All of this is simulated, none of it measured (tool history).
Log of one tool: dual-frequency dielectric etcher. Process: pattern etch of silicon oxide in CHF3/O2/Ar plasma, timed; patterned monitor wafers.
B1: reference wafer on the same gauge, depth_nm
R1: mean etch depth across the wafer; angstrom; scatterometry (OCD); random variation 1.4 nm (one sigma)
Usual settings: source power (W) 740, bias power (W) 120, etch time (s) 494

run 1 hour=0 | source_power_(W)=740 bias_power_(W)=120 etch_time_(s)=494 | B1=948.3 | R1=9007
run 2 hour=14.2 | source_power_(W)=740 bias_power_(W)=120 etch_time_(s)=494 | B1=947.9 | R1=8975
run 3 hour=22.5 | source_power_(W)=740 bias_power_(W)=120 etch_time_(s)=494 | B1=948 | R1=8967
run 4 hour=35.7 | source_power_(W)=740 bias_power_(W)=120 etch_time_(s)=494 | B1=947.4 | R1=9008
run 5 hour=42.7 | source_power_(W)=740 bias_power_(W)=120 etch_time_(s)=494 | B1=948.1 | R1=8951
run 6 hour=50.2 | source_power_(W)=740 bias_power_(W)=120 etch_time_(s)=494 | B1=947.7 | R1=8976
run 7 hour=94.8 | source_power_(W)=740 bias_power_(W)=120 etch_time_(s)=494 | B1=948.1 | R1=8930
-- hour=109.8 source power generator calibrated
-- hour=124.5 wet clean of the chamber
run 8 hour=125 | source_power_(W)=740 bias_power_(W)=120 etch_time_(s)=494 | B1=948 | R1=9153
run 9 hour=125.5 | source_power_(W)=740 bias_power_(W)=120 etch_time_(s)=494 | B1=948.2 | R1=9141
-- hour=152.6 upper electrode replaced
run 10 hour=153.1 | source_power_(W)=740 bias_power_(W)=120 etch_time_(s)=494 | B1=948.2 | R1=9115
run 11 hour=153.6 | source_power_(W)=740 bias_power_(W)=120 etch_time_(s)=391 | B1=948.1 | R1=7219
run 12 hour=154.1 | source_power_(W)=630 bias_power_(W)=120 etch_time_(s)=494 | B1=948.5 | R1=8723
run 13 hour=157.8 | source_power_(W)=630 bias_power_(W)=120 etch_time_(s)=494 | B1=947.6 | R1=8707
run 14 hour=168.2 | source_power_(W)=670 bias_power_(W)=92 etch_time_(s)=494 | B1=947.8 | R1=8082
run 15 hour=179.9 | source_power_(W)=740 bias_power_(W)=120 etch_time_(s)=432.5 | B1=947.4 | R1=7960
-- hour=190.3 gauge calibrated
run 16 hour=191.1 | source_power_(W)=790 bias_power_(W)=138 etch_time_(s)=441 | B1=947.8 | R1=8709
run 17 hour=201.5 | source_power_(W)=590 bias_power_(W)=149 etch_time_(s)=596.5 | B1=948.3 | R1=11114
run 18 hour=215.3 | source_power_(W)=740 bias_power_(W)=120 etch_time_(s)=494 | B1=948.1 | R1=9073
-- hour=223.1 bias power generator calibrated
run 19 hour=232.1 | source_power_(W)=740 bias_power_(W)=120 etch_time_(s)=550 | B1=948 | R1=10113
run 20 hour=244.2 | source_power_(W)=820 bias_power_(W)=93 etch_time_(s)=611 | B1=947.6 | R1=10584
run 21 hour=261.6 | source_power_(W)=740 bias_power_(W)=120 etch_time_(s)=494 | B1=948 | R1=9080
run 22 hour=274.9 | source_power_(W)=740 bias_power_(W)=90 etch_time_(s)=494 | B1=948 | R1=8189
run 23 hour=288.1 | source_power_(W)=740 bias_power_(W)=120 etch_time_(s)=494 | B1=948.1 | R1=9058
run 24 hour=298.4 | source_power_(W)=890 bias_power_(W)=98 etch_time_(s)=628.5 | B1=948 | R1=11349
run 25 hour=306 | source_power_(W)=560 bias_power_(W)=149 etch_time_(s)=586 | B1=948.1 | R1=10747
run 26 hour=323.7 | source_power_(W)=850 bias_power_(W)=120 etch_time_(s)=494 | B1=948.3 | R1=9423
run 27 hour=341.4 | source_power_(W)=740 bias_power_(W)=120 etch_time_(s)=494 | B1=948.5 | R1=9034
run 28 hour=350.1 | source_power_(W)=800 bias_power_(W)=96 etch_time_(s)=494 | B1=948.6 | R1=8571
run 29 hour=367.9 | source_power_(W)=740 bias_power_(W)=93 etch_time_(s)=494 | B1=948.6 | R1=8252

Forecast each of these 5 alternatives for the next run:
run A hour=368.5 | source_power_(W)=650 bias_power_(W)=120 etch_time_(s)=494 | B1=? | R1=?
run B hour=368.5 | source_power_(W)=810 bias_power_(W)=120 etch_time_(s)=494 | B1=? | R1=?
run C hour=368.5 | source_power_(W)=650 bias_power_(W)=91 etch_time_(s)=373 | B1=? | R1=?
run D hour=368.5 | source_power_(W)=740 bias_power_(W)=142 etch_time_(s)=401.5 | B1=? | R1=?
run E hour=368.5 | source_power_(W)=820 bias_power_(W)=145 etch_time_(s)=381 | B1=? | R1=?

run=A B1=948 R1=8702
run=B B1=948 R1=9283
run=C B1=948 R1=5965
run=D B1=948 R1=7797
run=E B1=948 R1=7684
Without the tool's hidden state the same runs would have given:
run=A R1=8838
run=B R1=9428
run=C R1=6058
run=D R1=7919
run=E R1=7804

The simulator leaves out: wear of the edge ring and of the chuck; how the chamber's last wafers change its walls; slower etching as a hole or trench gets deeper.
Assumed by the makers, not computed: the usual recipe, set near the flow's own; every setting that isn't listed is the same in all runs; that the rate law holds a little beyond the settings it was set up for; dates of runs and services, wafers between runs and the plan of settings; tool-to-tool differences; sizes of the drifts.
